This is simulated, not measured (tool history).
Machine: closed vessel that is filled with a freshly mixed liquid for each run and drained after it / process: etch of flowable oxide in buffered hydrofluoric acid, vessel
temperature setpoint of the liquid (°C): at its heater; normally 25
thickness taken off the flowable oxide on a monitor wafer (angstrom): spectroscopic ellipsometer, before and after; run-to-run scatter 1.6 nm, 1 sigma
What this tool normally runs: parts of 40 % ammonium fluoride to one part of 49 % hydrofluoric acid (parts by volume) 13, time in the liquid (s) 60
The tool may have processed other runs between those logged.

| run | day | temperature setpoint of the liquid (°C) | parts of 40 % ammonium fluoride to one part of 49 % hydrofluoric acid (parts by volume) | time in the liquid (s) | read-back film thickness of the flowable oxide reference wafer, read on the same gauge (nm) | thickness taken off the flowable oxide on a monitor wafer (angstrom) |
|---|---|---|---|---|---|---|
| 1 | 0 | 25 | 13 | 60 | 109.99 | 2638 |
| 2 | 1.179 | 25 | 13 | 60 | 110.05 | 2629.5 |
| 3 | 2.254 | 29 | 13 | 60 | 110 | 3261.9 |
| 4 | 3.621 | 29 | 13 | 60 | 109.99 | 3258.1 |
| 5 | 4.671 | 25 | 10.5 | 60 | 109.99 | 3225.9 |
| 6 | 6.867 | 25 | 10.5 | 60 | 110 | 3259 |
|  | 10.462 | thermometer replaced |
| 7 | 12.554 | 25 | 10.5 | 60 | 109.98 | 3334.1 |
| 8 | 14.521 | 27.5 | 13 | 60 | 110.03 | 3118 |
| 9 | 16.408 | 27.5 | 13 | 60 | 109.99 | 3092.8 |
| 10 | 17.488 | 27.5 | 13 | 60 | 110.01 | 3128.5 |
| 11 | 19.821 | 25 | 10.5 | 35 | 109.97 | 1963.2 |
| 12 | 20.883 | 29.5 | 13 | 60 | 110.02 | 3490.1 |
|  | 28.712 | thermometer replaced, repeated, since the last time left the tool worse |
| 13 | 29.196 | 25 | 13 | 50 | 110 | 2129 |
| 14 | 30.521 | 25 | 11 | 85 | 110.04 | 4257.8 |
| 15 | 36.683 | 28 | 10 | 35 | 109.99 | 2235 |
|  | 38.196 | gauge calibrated |
| 16 | 38.979 | 25 | 13 | 60 | 109.98 | 2541 |
| 17 | 40.829 | 25 | 13 | 60 | 110.01 | 2530.2 |
| 18 | 42.646 | 28.5 | 15 | 90 | 109.99 | 4032.2 |
| 19 | 44.617 | 25 | 10 | 75 | 109.98 | 4095.6 |
| 20 | 45.662 | 25 | 13 | 60 | 110 | 2547.6 |
| 21 | 48.296 | 23.5 | 13 | 95 | 109.99 | 3678.5 |
| 22 | 51.117 | 20.5 | 16 | 75 | 110.01 | 2028.3 |
|  | 53.242 | hydrofluoric acid flow meter replaced |
| 23 | 53.862 | 25 | 13 | 60 | 109.99 | 2557.6 |
| 24 | 54.938 | 22.5 | 8 | 35 | 109.98 | 2037.5 |
| 25 | 61.55 | 26.5 | 10 | 60 | 110.02 | 3636.3 |
| 26 | 64.075 | 25 | 8 | 60 | 110 | 4011.9 |
| 27 | 66.812 | 21.5 | 8.5 | 60 | 109.98 | 3097.4 |
| 28 | 69.329 | 26.5 | 15.5 | 35 | 109.94 | 1377.7 |
| 29 | 70.371 | 25 | 13 | 60 | 110 | 2582.3 |
| 30 | 73.042 | 25 | 13 | 90 | 109.99 | 3839.4 |
| 31 | 75.992 | 22.5 | 15 | 60 | 110.01 | 1957.3 |
| 32 | 77.25 | 25 | 15 | 60 | 110.01 | 2254.1 |
| 33 | 79.862 | 30 | 14.5 | 30 | 110.03 | 1501.9 |

Hidden state, per run?
hydrofluoric acid flow below the setpoint (%): 0 at every run
gauge reads high (%): 0 at every run
H1: liquid hotter than its thermometer reads (K)
| run | H1 |
|---|---|
| 1 | 0.816 |
| 2 | 0.823 |
| 3 | 0.83 |
| 4 | 0.839 |
| 5 | 0.845 |
| 6 | 0.859 |
| 7 | 1.42 |
| 8 | 1.44 |
| 9 | 1.45 |
| 10 | 1.46 |
| 11 | 1.47 |
| 12 | 1.48 |
| 13 | 0.0713 |
| 14 | 0.0796 |
| 15 | 0.118 |
| 16 | 0.133 |
| 17 | 0.144 |
| 18 | 0.156 |
| 19 | 0.168 |
| 20 | 0.175 |
| 21 | 0.191 |
| 22 | 0.209 |
| 23 | 0.226 |
| 24 | 0.233 |
| 25 | 0.275 |
| 26 | 0.291 |
| 27 | 0.308 |
| 28 | 0.324 |
| 29 | 0.33 |
| 30 | 0.347 |
| 31 | 0.366 |
| 32 | 0.373 |
| 33 | 0.39 |

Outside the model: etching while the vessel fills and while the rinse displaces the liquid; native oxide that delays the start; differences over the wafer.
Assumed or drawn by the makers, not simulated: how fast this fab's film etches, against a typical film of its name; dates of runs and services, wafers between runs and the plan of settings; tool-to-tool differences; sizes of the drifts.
